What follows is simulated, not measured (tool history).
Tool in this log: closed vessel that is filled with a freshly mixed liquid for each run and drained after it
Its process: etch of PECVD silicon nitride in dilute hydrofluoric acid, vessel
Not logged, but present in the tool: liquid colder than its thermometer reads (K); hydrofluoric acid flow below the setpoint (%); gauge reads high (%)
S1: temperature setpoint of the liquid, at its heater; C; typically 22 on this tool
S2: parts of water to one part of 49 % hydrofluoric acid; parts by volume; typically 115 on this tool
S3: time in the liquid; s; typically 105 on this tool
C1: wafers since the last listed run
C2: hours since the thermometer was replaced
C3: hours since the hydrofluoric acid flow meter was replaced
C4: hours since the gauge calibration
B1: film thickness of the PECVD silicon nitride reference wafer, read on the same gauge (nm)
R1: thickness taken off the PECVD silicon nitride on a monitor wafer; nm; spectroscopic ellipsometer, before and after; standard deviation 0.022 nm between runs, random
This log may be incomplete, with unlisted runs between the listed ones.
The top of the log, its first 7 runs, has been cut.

| run | hour | S1 | S2 | S3 | C1 | C2 | C3 | C4 | B1 | R1 |
|---|---|---|---|---|---|---|---|---|---|---|
| 8 | 352.4 | 22 | 115 | 105 | 3603 | 66.3 | 397.2 | 2221.6 | 50.009 | 4.82 |
| 9 | 385.3 | 22 | 115 | 105 | 2506 | 99.2 | 430.1 | 2254.5 | 50.038 | 4.802 |
| 10 | 448.5 | 21 | 75 | 105 | 4814 | 162.4 | 493.3 | 2317.7 | 50.005 | 6.769 |
| 11 | 477.9 | 21 | 75 | 105 | 2239 | 191.8 | 522.7 | 2347.1 | 49.98 | 6.834 |
| 12 | 517.5 | 22 | 175 | 135 | 3016 | 231.4 | 562.3 | 2386.7 | 49.961 | 4.077 |
|  | 532.5 | gauge calibrated |
| 13 | 578.9 | 22 | 115 | 105 | 4677 | 292.8 | 623.7 | 46.4 | 50.023 | 4.758 |
|  | 633.3 | hydrofluoric acid flow meter replaced |
| 14 | 643.6 | 22 | 115 | 105 | 4852 | 357.5 | 10.3 | 111.1 | 49.977 | 4.849 |
| 15 | 715.4 | 22 | 130 | 60 | 5470 | 429.3 | 82.1 | 182.9 | 50 | 2.466 |
| 16 | 879 | 22 | 80 | 50 | 12463 | 592.9 | 245.7 | 346.5 | 49.974 | 3.27 |
| 17 | 915.7 | 22 | 115 | 105 | 2795 | 629.6 | 282.4 | 383.2 | 50.005 | 4.785 |
| 18 | 975.5 | 19 | 70 | 85 | 4555 | 689.4 | 342.2 | 443 | 49.986 | 5.156 |
| 19 | 1041.8 | 22 | 115 | 105 | 5051 | 755.7 | 408.5 | 509.3 | 49.989 | 4.77 |
| 20 | 1096.3 | 17.5 | 115 | 105 | 4152 | 810.2 | 463 | 563.8 | 50 | 3.505 |
| 21 | 1164 | 26.5 | 115 | 105 | 5157 | 877.9 | 530.7 | 631.5 | 50.021 | 6.411 |
| 22 | 1195.2 | 26.5 | 80 | 125 | 2376 | 909.1 | 561.9 | 662.7 | 50.01 | 10.969 |
| 23 | 1260.2 | 22 | 115 | 105 | 4951 | 974.1 | 626.9 | 727.7 | 50.009 | 4.72 |
| 24 | 1331.9 | 18.5 | 65 | 50 | 5462 | 1045.8 | 698.6 | 799.4 | 50.006 | 3.108 |
|  | 1344.4 | hydrofluoric acid flow meter replaced |
| 25 | 1366 | 22 | 115 | 155 | 2521 | 1079.9 | 21.6 | 833.5 | 50.002 | 7.196 |
| 26 | 1411.7 | 22 | 115 | 105 | 3481 | 1125.6 | 67.3 | 879.2 | 49.971 | 4.842 |
| 27 | 1464.6 | 26.5 | 80 | 125 | 4030 | 1178.5 | 120.2 | 932.1 | 49.986 | 11.187 |
| 28 | 1489.2 | 22 | 160 | 150 | 1874 | 1203.1 | 144.8 | 956.7 | 49.991 | 4.984 |
| 29 | 1556.1 | 20 | 80 | 165 | 5096 | 1270 | 211.7 | 1023.6 | 49.996 | 9.474 |
| 30 | 1604 | 24 | 115 | 105 | 3649 | 1317.9 | 259.6 | 1071.5 | 49.996 | 5.581 |
| 31 | 1672.7 | 22 | 90 | 105 | 5233 | 1386.6 | 328.3 | 1140.2 | 49.989 | 6.146 |
| 32 | 1726.4 | 22 | 85 | 105 | 4091 | 1440.3 | 382 | 1193.9 | 49.994 | 6.5 |

4 ways to go on from here, each from the tool as it stands after run 32. What would each give?
| A | 1727.1 | 22 | 115 | 105 | 53 | 1441 | 382.7 | 1194.6 | ? | ? |
| B | 1727.1 | 25.5 | 60 | 150 | 53 | 1441 | 382.7 | 1194.6 | ? | ? |
| C | 1727.1 | 22 | 135 | 50 | 53 | 1441 | 382.7 | 1194.6 | ? | ? |
| D | 1727.1 | 19 | 155 | 160 | 53 | 1441 | 382.7 | 1194.6 | ? | ? |

| run | B1 | R1 |
|---|---|---|
| A | 49.991 | 4.819 |
| B | 49.991 | 16.483 |
| C | 49.991 | 1.96 |
| D | 49.991 | 4.489 |
With the hidden condition removed and each run's random variation left untouched, the same runs would have given:
| run | R1 |
|---|---|
| A | 4.898 |
| B | 16.754 |
| C | 1.993 |
| D | 4.562 |
